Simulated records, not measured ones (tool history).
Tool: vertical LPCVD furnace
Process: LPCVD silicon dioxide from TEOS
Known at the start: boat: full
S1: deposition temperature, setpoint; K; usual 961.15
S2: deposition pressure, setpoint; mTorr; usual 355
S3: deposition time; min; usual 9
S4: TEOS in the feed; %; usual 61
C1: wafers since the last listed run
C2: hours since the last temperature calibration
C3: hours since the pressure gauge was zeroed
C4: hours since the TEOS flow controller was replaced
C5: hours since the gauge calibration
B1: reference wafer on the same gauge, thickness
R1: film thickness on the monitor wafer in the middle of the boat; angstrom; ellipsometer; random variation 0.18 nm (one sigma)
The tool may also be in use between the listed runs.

| run | day | S1 | S2 | S3 | S4 | C1 | C2 | C3 | C4 | C5 | B1 | R1 |
|---|---|---|---|---|---|---|---|---|---|---|---|---|
| 1 | 0.000 | 961.15 | 355 | 9 | 67 | 0 | 2312.5 | 4151.5 | 3037.4 | 109.3 | 49.79 | 613.9 |
| 2 | 0.821 | 961.15 | 355 | 9 | 67 | 387 | 2332.2 | 4171.2 | 3057.1 | 129.0 | 49.81 | 610.8 |
| 3 | 5.221 | 961.15 | 355 | 9 | 61 | 2078 | 2437.8 | 4276.8 | 3162.7 | 234.6 | 49.81 | 586.4 |
| 4 | 6.346 | 961.15 | 355 | 7 | 61 | 531 | 2464.8 | 4303.8 | 3189.7 | 261.6 | 49.80 | 453.1 |
| 5 | 7.550 | 961.15 | 355 | 7 | 61 | 568 | 2493.7 | 4332.7 | 3218.6 | 290.5 | 49.87 | 456.7 |
| 6 | 10.179 | 961.15 | 355 | 7 | 61 | 1242 | 2556.8 | 4395.8 | 3281.7 | 353.6 | 49.85 | 456.1 |
| 7 | 11.088 | 961.15 | 355 | 9 | 61 | 429 | 2578.6 | 4417.6 | 3303.5 | 375.4 | 49.73 | 585.6 |
|  | 12.262 | pressure gauge zeroed |
| 8 | 12.312 | 961.15 | 355 | 9 | 61 | 106 | 2608.0 | 1.2 | 3332.9 | 404.8 | 49.78 | 587.8 |
| 9 | 13.100 | 949.15 | 270 | 7 | 57 | 372 | 2626.9 | 20.1 | 3351.8 | 423.7 | 49.79 | 289.3 |
|  | 14.742 | thermocouples replaced and temperature profile calibrated |
| 10 | 14.762 | 961.15 | 355 | 7 | 61 | 313 | 0.5 | 60.0 | 3391.7 | 463.6 | 49.82 | 417.9 |
| 11 | 15.038 | 972.15 | 330 | 7 | 67 | 129 | 7.1 | 66.6 | 3398.3 | 470.2 | 49.79 | 550.0 |
|  | 15.308 | gauge calibrated |
|  | 16.242 | TEOS flow controller replaced |
| 12 | 17.008 | 971.15 | 330 | 9 | 61 | 458 | 54.4 | 113.9 | 18.4 | 40.8 | 49.83 | 661.0 |
| 13 | 17.858 | 970.15 | 355 | 9 | 61 | 401 | 74.8 | 134.3 | 38.8 | 61.2 | 49.80 | 668.5 |
| 14 | 19.100 | 970.15 | 355 | 9 | 61 | 586 | 104.6 | 164.1 | 68.6 | 91.0 | 49.78 | 671.1 |
| 15 | 20.188 | 967.15 | 355 | 9 | 61 | 513 | 130.7 | 190.2 | 94.7 | 117.1 | 49.81 | 632.0 |
| 16 | 21.321 | 961.15 | 355 | 9 | 55 | 535 | 157.9 | 217.4 | 121.9 | 144.3 | 49.83 | 520.9 |
| 17 | 22.342 | 955.15 | 355 | 11 | 68 | 482 | 182.4 | 241.9 | 146.4 | 168.8 | 49.82 | 611.1 |

Forecast each of these 3 alternatives for the next run:
| A | 22.525 | 961.15 | 355 | 9 | 56 | 86 | 186.8 | 246.3 | 150.8 | 173.2 | ? | ? |
| B | 22.525 | 972.15 | 275 | 9 | 61 | 86 | 186.8 | 246.3 | 150.8 | 173.2 | ? | ? |
| C | 22.525 | 957.15 | 315 | 9 | 61 | 86 | 186.8 | 246.3 | 150.8 | 173.2 | ? | ? |

| run | B1 | R1 |
|---|---|---|
| A | 49.84 | 523.8 |
| B | 49.84 | 623.2 |
| C | 49.84 | 468.0 |
Without the tool's hidden state the same runs would have given:
| run | R1 |
|---|---|
| A | 510.3 |
| B | 607.6 |
| C | 455.9 |
